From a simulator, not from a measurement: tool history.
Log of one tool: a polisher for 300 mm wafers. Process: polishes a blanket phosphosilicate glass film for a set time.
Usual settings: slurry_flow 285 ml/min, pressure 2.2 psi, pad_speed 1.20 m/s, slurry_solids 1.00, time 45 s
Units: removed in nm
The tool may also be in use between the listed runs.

run	hour	slurry_flow	pressure	pad_speed	slurry_solids	time	incoming thickness of the incoming film, nm	removed
1	0.0	285	2.2	1.20	1.00	45	4013.9	324.0
2	33.9	285	2.2	1.20	1.00	34	3990.6	238.6
3	60.5	285	2.2	1.20	1.00	45	3959.9	315.4
# hour 78.3: slurry nozzle cleaned
# hour 103.9: head pressure recalibrated
4	128.3	285	2.2	1.20	1.00	45	4038.2	359.8
# hour 152.2: conditioning disc replaced and pad reconditioned
# hour 173.1: worn pad replaced by a new one
5	198.9	285	2.2	1.20	1.00	45	3933.7	357.0
# hour 228.9: slurry blender recalibrated
6	229.8	285	2.2	1.20	1.00	55	4019.6	432.3
7	268.0	285	2.2	1.20	1.00	55	4042.0	427.5
8	310.7	285	2.2	1.20	1.00	55	4017.8	433.1
9	366.8	285	2.2	1.20	1.00	45	3946.5	354.4
# hour 388.3: conditioning disc replaced and pad reconditioned
# hour 467.0: slurry blender recalibrated
# hour 475.2: worn pad replaced by a new one
# hour 479.1: head pressure recalibrated
10	537.9	285	2.2	1.20	1.00	45	3944.4	355.3
11	606.0	285	2.2	1.20	1.00	45	4010.6	351.1
12	651.0	235	2.5	0.82	1.00	60	4068.2	363.2
# hour 662.3: conditioning disc replaced and pad reconditioned
13	720.6	285	2.2	1.20	1.00	45	4012.3	350.6
# hour 737.8: worn pad replaced by a new one, of another model than before
14	745.4	285	2.8	1.56	1.20	45	3973.6	477.0
# hour 767.7: slurry blender recalibrated
15	813.9	285	2.2	1.30	1.00	45	3989.8	336.1
# hour 848.3: head pressure recalibrated
# hour 861.3: slurry nozzle cleaned
16	875.3	285	2.2	1.20	1.20	37	4040.8	319.2
17	929.9	285	2.2	1.20	1.00	30	4054.5	240.2
# hour 950.9: conditioning disc replaced and pad reconditioned
18	996.7	285	2.2	1.20	1.00	45	4009.3	355.4
# hour 1003.4: worn pad replaced by a new one
# hour 1009.7: slurry blender recalibrated
19	1040.1	380	2.2	0.80	1.00	33	4061.2	231.1
20	1085.3	285	2.2	1.20	1.00	45	3996.7	354.7
21	1113.0	285	2.2	1.20	1.00	45	3977.2	357.1
# hour 1181.6: conditioning disc replaced and pad reconditioned
# hour 1253.9: head pressure recalibrated
# hour 1276.0: slurry blender recalibrated
# hour 1284.3: worn pad replaced by a new one
22	1293.0	325	2.2	1.20	1.00	45	4002.3	357.1
23	1347.6	200	2.4	1.20	1.25	37	3944.4	299.0

Some steps in removed between neighbouring runs. How much of each would the tool show without its hidden state too (settings, what came in, random variation), and how much is left for the hidden state, with any gauge scatter that isn't in both results?
The hidden state here: removal rate lost through wear of the pad, %; slurry flow missing at the pad, %; deviation of the head's pressure from its setpoint, %; abrasive missing from the slurry, %; time polished since the conditioner stopped cutting, s.
Run 3 -> 4: slurry nozzle cleaned, head pressure recalibrated. removed +44.4 nm: hidden state +38.2, all else +6.2.
Run 13 -> 14: pressure 2.2 -> 2.8, pad_speed 1.20 -> 1.56, slurry_solids 1.00 -> 1.20, worn pad replaced by a new one, of another model than before. removed +126.4 nm: hidden state -21.6, all else +148.0.
Run 14 -> 15: pressure 2.8 -> 2.2, pad_speed 1.56 -> 1.30, slurry_solids 1.20 -> 1.00, slurry blender recalibrated. removed -140.9 nm: hidden state -0.1, all else -140.8.
Run 15 -> 16: pad_speed 1.30 -> 1.20, slurry_solids 1.00 -> 1.20, time 45 -> 37, head pressure recalibrated, slurry nozzle cleaned. removed -16.9 nm: hidden state +32.6, all else -49.5.

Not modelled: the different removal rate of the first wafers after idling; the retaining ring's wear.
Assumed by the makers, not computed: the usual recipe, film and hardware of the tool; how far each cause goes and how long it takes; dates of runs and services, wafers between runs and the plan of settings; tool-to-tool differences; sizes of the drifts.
